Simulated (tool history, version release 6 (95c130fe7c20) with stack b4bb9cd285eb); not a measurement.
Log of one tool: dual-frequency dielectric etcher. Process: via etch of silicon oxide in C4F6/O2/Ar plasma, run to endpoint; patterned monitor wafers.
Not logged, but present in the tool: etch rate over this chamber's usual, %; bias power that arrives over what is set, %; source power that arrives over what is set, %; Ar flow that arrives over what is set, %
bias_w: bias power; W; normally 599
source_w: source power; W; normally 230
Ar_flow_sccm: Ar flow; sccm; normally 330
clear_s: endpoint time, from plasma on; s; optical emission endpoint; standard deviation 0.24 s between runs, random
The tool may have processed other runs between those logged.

run,hour,bias_w,source_w,Ar_flow_sccm,wafers since the last listed run,hours since the last wet clean,hours since the last bias power generator calibration,hours since the last source power generator calibration,hours since the last Ar flow controller change,hours since the last upper electrode change,"incoming incoming film thickness, nm",clear_s
1,0,533,230,303,0,362.6,2651.9,1971.1,1999.2,2234.9,109.4,30.6
2,10.1,533,230,303,154,372.7,2662,1981.2,2009.3,2245,109.3,30.8
3,16.2,533,230,303,93,378.8,2668.1,1987.3,2015.4,2251.1,109.5,31.3
4,31.2,599,230,275,229,393.8,2683.1,2002.3,2030.4,2266.1,110.3,29.4
5,38,599,230,330,104,400.6,2689.9,2009.1,2037.2,2272.9,108.2,29.3
6,48.4,599,230,330,159,411,2700.3,2019.5,2047.6,2283.3,109.6,29.9
# hour 80.2: upper electrode replaced
7,80.7,599,230,330,127,443.3,2732.6,2051.8,2079.9,0.5,109.3,30.5
8,81,599,230,330,4,443.6,2732.9,2052.1,2080.2,0.8,109.2,30.2
9,89.1,599,230,330,124,451.7,2741,2060.2,2088.3,8.9,109.2,29.8
# hour 94.3: bias power generator calibrated
10,102.1,599,230,330,137,464.7,7.8,2073.2,2101.3,21.9,109.2,30.3
11,112.6,599,230,330,160,475.2,18.3,2083.7,2111.8,32.4,110.6,31.2
12,126.6,557,230,330,214,489.2,32.3,2097.7,2125.8,46.4,109.6,31.8
# hour 137.1: source power generator calibrated
# hour 144.1: Ar flow controller replaced
# hour 164.2: wet clean of the chamber
13,164.7,599,230,330,122,0.5,70.4,27.6,20.6,84.5,111.6,29.5
14,165.1,684,230,330,6,0.9,70.8,28,21,84.9,110.2,27.9
15,173.9,599,230,330,134,9.7,79.6,36.8,29.8,93.7,109.7,29.1
16,190.6,674,250,270,255,26.4,96.3,53.5,46.5,110.4,109,26
17,196.7,599,230,330,93,32.5,102.4,59.6,52.6,116.5,108.9,28.9
18,207.7,599,200,330,168,43.5,113.4,70.6,63.6,127.5,110.3,30.9
19,214.6,599,230,330,105,50.4,120.3,77.5,70.5,134.4,108.7,28.6
20,230.3,599,230,297,240,66.1,136,93.2,86.2,150.1,108.8,28.6
21,243.1,478,230,290,196,78.9,148.8,106,99,162.9,110.4,31.6
22,257.2,509,250,400,216,93,162.9,120.1,113.1,177,108.9,30.5
23,269.2,556,210,330,183,105,174.9,132.1,125.1,189,109.9,31.8
24,284.2,599,230,330,229,120,189.9,147.1,140.1,204,109.1,29.1
25,290.2,734,230,330,91,126,195.9,153.1,146.1,210,110.9,27.5
26,296.3,599,230,330,93,132.1,202,159.2,152.2,216.1,109.4,29.4
27,307.2,599,230,330,166,143,212.9,170.1,163.1,227,108.7,29
28,313.8,599,230,250,101,149.6,219.5,176.7,169.7,233.6,110,28.6
29,320.7,746,210,330,105,156.5,226.4,183.6,176.6,240.5,109.8,28

Entry by entry between the runs, the difference in hidden state between the last listed run before and the first listed run after:
Runs 6 to 7: upper electrode replaced (hour 80.2)
  etch rate over this chamber's usual, %: -4.81 -> -5.16
  measured less the result without the state, clear_s: +1.5 -> +1.6 s
Runs 9 to 10: bias power generator calibrated (hour 94.3)
  etch rate over this chamber's usual, %: -5.25 -> -5.39
  measured less the result without the state, clear_s: +1.5 -> +1.7 s
Runs 12 to 13: source power generator calibrated (hour 137.1); Ar flow controller replaced (hour 144.1); wet clean of the chamber (hour 164.2)
  etch rate over this chamber's usual, %: -5.66 -> -0.678
  measured less the result without the state, clear_s: +1.8 -> +0.2 s

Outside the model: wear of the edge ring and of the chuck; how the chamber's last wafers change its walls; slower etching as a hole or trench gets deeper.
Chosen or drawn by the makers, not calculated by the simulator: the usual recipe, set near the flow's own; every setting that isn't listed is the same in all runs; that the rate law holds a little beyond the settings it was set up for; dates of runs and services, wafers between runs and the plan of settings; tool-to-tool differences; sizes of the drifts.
